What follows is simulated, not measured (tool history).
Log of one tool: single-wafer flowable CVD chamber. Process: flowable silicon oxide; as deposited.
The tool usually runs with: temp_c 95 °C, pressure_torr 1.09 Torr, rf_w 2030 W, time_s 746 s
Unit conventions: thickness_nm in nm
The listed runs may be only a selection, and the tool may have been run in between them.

run	hour	temp_c	pressure_torr	rf_w	time_s	read-back reference wafer on the same gauge, thickness_nm	thickness_nm
1	0	102	1.09	2030	746	830.922	594.504
# hour 57.6: showerhead replaced
2	61.4	102	1.09	1940	746	832.545	598.275
3	123.6	102	1.09	1940	746	833.28	593.853
4	147.9	102	1.09	1940	746	831.761	589.177
5	212.1	95	1.09	1915	746	832.142	723.674
6	249.4	95	1.09	1915	746	832.143	725.65
7	275.5	95	0.97	2030	746	832.037	677.847
# hour 299.4: capacitance manometer re-zeroed and calibrated
8	347.2	95	0.97	2030	746	832.776	662.528
9	377.5	95	1.09	2030	622	831.712	590.963
10	417.2	95	1.09	2030	746	831.571	701.837
# hour 457.6: RF generator calibrated
11	458.1	108	1.09	2030	746	832.135	479.873
12	491.3	83	0.9	2030	854	832.265	995.643
13	522	95	0.92	2370	746	832.555	644.451
14	556.5	95	1.09	1640	697	831.778	631.789
# hour 601.6: gauge calibrated
# hour 632.6: thermocouple changed; heater temperature recalibrated
# hour 652.5: capacitance manometer re-zeroed and calibrated, repeated, since the last time left the tool worse
15	656.3	95	1.09	1690	746	832.578	740.597
16	681.4	95	1.09	2030	855	832.778	855.452
17	710	95	1.09	2030	746	831.456	751.43
18	765.3	95	1.09	2380	881	831.732	903.597
19	837	87	1.09	2030	746	832.244	945.692
20	876.1	82	1.09	1905	746	831.936	1067.377
21	907.2	95	1.09	2030	648	833.422	650.982
22	937	95	1	2030	861	832.528	814.116
23	966.8	95	0.85	1930	881	832.947	744.503
24	1009.9	95	1.29	2030	807	832.004	904.149
25	1045.7	95	1.09	2030	746	831.873	750.502
26	1077.2	95	1.25	2030	746	832.22	816.757
27	1140	95	1.09	1770	746	832.717	735.229
28	1170.8	95	1.09	2030	746	831.917	750.09

A few steps of thickness_nm between consecutive runs. Split each: what settings, incoming material and random variation would produce without the hidden state, and what is left over for the hidden state, along with gauge scatter present in only one of the two compared results (measured, and without hidden state):
Hidden state present: wafer temperature above the value expected at the setpoint (K); delivered RF power above the setpoint (%); true pressure above the setpoint (%); gauge reads high (%).
Run 11 -> 12: temp_c 108 -> 83, pressure_torr 1.09 -> 0.9, time_s 746 -> 854. thickness_nm +515.77 nm: hidden state -41.36, all else +557.13.
Run 14 -> 15: rf_w 1640 -> 1690, time_s 697 -> 746, gauge calibrated, thermocouple changed; heater temperature recalibrated, capacitance manometer re-zeroed and calibrated, repeated, since the last time left the tool worse. thickness_nm +108.808 nm: hidden state +45.743, all else +63.065.
Run 20 -> 21: temp_c 82 -> 95, rf_w 1905 -> 2030, time_s 746 -> 648. thickness_nm -416.395 nm: hidden state +2.371, all else -418.766.
